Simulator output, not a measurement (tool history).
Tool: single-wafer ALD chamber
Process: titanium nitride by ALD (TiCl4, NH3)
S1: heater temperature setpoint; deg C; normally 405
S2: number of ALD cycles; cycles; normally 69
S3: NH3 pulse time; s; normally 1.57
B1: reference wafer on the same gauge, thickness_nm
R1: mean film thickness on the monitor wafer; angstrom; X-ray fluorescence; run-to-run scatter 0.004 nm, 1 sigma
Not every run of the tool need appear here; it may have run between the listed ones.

run,hour,S1,S2,S3,B1,R1
1,0,405,69,1.57,1.298,15.77
2,15.4,405,69,1.57,1.297,15.8
3,21.4,405,69,1.57,1.297,15.89
4,29.5,405,59,1.57,1.297,13.51
5,39.3,405,59,1.57,1.297,13.49
6,50.1,398,69,1.57,1.296,15.67
7,60.2,405,69,1.57,1.296,15.83
8,77.4,405,69,1.57,1.295,15.86
9,90,405,69,1.57,1.296,15.76
# hour 104.8: gauge calibrated
# hour 104.9: thermocouple changed; heater temperature recalibrated
10,106,405,69,1.57,1.311,15.99
11,117.8,405,69,1.57,1.308,15.99
12,131,405,56,1.57,1.308,12.95
13,155,410,73,1.57,1.305,16.81
14,168.6,405,69,2.1,1.303,16.05
# hour 204.4: showerhead replaced
15,204.9,405,69,1.57,1.301,15.89
16,212.9,405,74,1.57,1.3,17.05
17,229.1,405,74,2.06,1.301,17.14
18,281.4,410,73,1.57,1.299,16.83
19,289.2,413,69,1.92,1.299,15.99
20,296,418,58,1.83,1.298,13.4
21,313,405,76,1.86,1.298,17.54
22,328.7,405,69,1.57,1.298,15.79

3 options for the next run, each taken on its own from the tool as it stands now. Forecast them:
A,329.2,405,69,2.08,?,?
B,329.2,416,56,1.95,?,?
C,329.2,411,63,1.8,?,?

run,B1,R1
A,1.297,15.97
B,1.297,13
C,1.297,14.56
The same runs, with their run-to-run variation unchanged, on a tool lacking any hidden condition would have given:
run,R1
A,16.12
B,13.12
C,14.7
